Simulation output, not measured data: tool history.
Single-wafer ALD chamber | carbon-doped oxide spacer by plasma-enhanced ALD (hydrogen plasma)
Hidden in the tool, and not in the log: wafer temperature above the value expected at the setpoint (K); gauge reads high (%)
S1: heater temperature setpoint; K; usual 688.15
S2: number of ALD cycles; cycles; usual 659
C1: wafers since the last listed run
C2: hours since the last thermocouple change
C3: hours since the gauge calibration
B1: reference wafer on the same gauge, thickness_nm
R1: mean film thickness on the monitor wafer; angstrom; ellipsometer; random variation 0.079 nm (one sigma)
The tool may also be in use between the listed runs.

{"run": 1, "hour": 0.0, "S1": 688.15, "S2": 659, "C1": 0, "C2": 1601.4, "C3": 122.8, "B1": 29.086, "R1": 319.72}
{"run": 2, "hour": 46.1, "S1": 688.15, "S2": 659, "C1": 23, "C2": 1647.5, "C3": 168.9, "B1": 29.105, "R1": 319.68}
{"run": 3, "hour": 248.4, "S1": 688.15, "S2": 659, "C1": 104, "C2": 1849.8, "C3": 371.2, "B1": 29.098, "R1": 320.06}
{"run": 4, "hour": 324.9, "S1": 688.15, "S2": 582, "C1": 39, "C2": 1926.3, "C3": 447.7, "B1": 29.111, "R1": 283.48}
{"run": 5, "hour": 398.8, "S1": 688.15, "S2": 582, "C1": 38, "C2": 2000.2, "C3": 521.6, "B1": 29.097, "R1": 282.2}
{"run": 6, "hour": 501.3, "S1": 688.15, "S2": 582, "C1": 52, "C2": 2102.7, "C3": 624.1, "B1": 29.097, "R1": 281.57}
{"run": 7, "hour": 555.6, "S1": 691.15, "S2": 592, "C1": 28, "C2": 2157, "C3": 678.4, "B1": 29.097, "R1": 284.29}
{"run": 8, "hour": 608.3, "S1": 679.15, "S2": 758, "C1": 27, "C2": 2209.7, "C3": 731.1, "B1": 29.117, "R1": 377.17}
{"run": 9, "hour": 704.9, "S1": 679.15, "S2": 758, "C1": 49, "C2": 2306.3, "C3": 827.7, "B1": 29.094, "R1": 376.93}
{"run": 10, "hour": 756.5, "S1": 688.15, "S2": 578, "C1": 26, "C2": 2357.9, "C3": 879.3, "B1": 29.099, "R1": 281.43}
{"run": 11, "hour": 854.6, "S1": 680.15, "S2": 774, "C1": 50, "C2": 2456, "C3": 977.4, "B1": 29.097, "R1": 384.09}
{"hour": 948.2, "done": "gauge calibrated"}
{"run": 12, "hour": 961.8, "S1": 696.15, "S2": 539, "C1": 55, "C2": 2563.2, "C3": 13.6, "B1": 29.093, "R1": 255.19}
{"run": 13, "hour": 1005.1, "S1": 676.15, "S2": 556, "C1": 22, "C2": 2606.5, "C3": 56.9, "B1": 29.097, "R1": 277.32}
{"hour": 1038.8, "done": "thermocouple changed; heater temperature recalibrated"}
{"run": 14, "hour": 1098.3, "S1": 680.15, "S2": 774, "C1": 44, "C2": 59.5, "C3": 150.1, "B1": 29.114, "R1": 380.97}
{"run": 15, "hour": 1160.3, "S1": 698.15, "S2": 659, "C1": 32, "C2": 121.5, "C3": 212.1, "B1": 29.107, "R1": 305.68}
{"run": 16, "hour": 1206.8, "S1": 679.15, "S2": 758, "C1": 24, "C2": 168, "C3": 258.6, "B1": 29.095, "R1": 371.98}
{"run": 17, "hour": 1247.8, "S1": 701.15, "S2": 535, "C1": 21, "C2": 209, "C3": 299.6, "B1": 29.102, "R1": 247.29}
{"run": 18, "hour": 1347.6, "S1": 700.15, "S2": 659, "C1": 51, "C2": 308.8, "C3": 399.4, "B1": 29.108, "R1": 307.11}

Forecast each of these 5 alternatives for the next run:
{"run": "A", "hour": 1349.0, "S1": 688.15, "S2": 659, "C1": 0, "C2": 310.2, "C3": 400.8, "B1": "?", "R1": "?"}
{"run": "B", "hour": 1349.0, "S1": 701.15, "S2": 721, "C1": 0, "C2": 310.2, "C3": 400.8, "B1": "?", "R1": "?"}
{"run": "C", "hour": 1349.0, "S1": 698.15, "S2": 557, "C1": 0, "C2": 310.2, "C3": 400.8, "B1": "?", "R1": "?"}
{"run": "D", "hour": 1349.0, "S1": 682.15, "S2": 695, "C1": 0, "C2": 310.2, "C3": 400.8, "B1": "?", "R1": "?"}
{"run": "E", "hour": 1349.0, "S1": 688.15, "S2": 707, "C1": 0, "C2": 310.2, "C3": 400.8, "B1": "?", "R1": "?"}

run=A B1=29.107 R1=317.44
run=B B1=29.107 R1=334.9
run=C B1=29.107 R1=260.93
run=D B1=29.107 R1=340.3
run=E B1=29.107 R1=340.56
Without the tool's hidden state the same runs would have given:
run=A R1=315.47
run=B R1=332.75
run=C R1=259.27
run=D R1=338.23
run=E R1=338.45
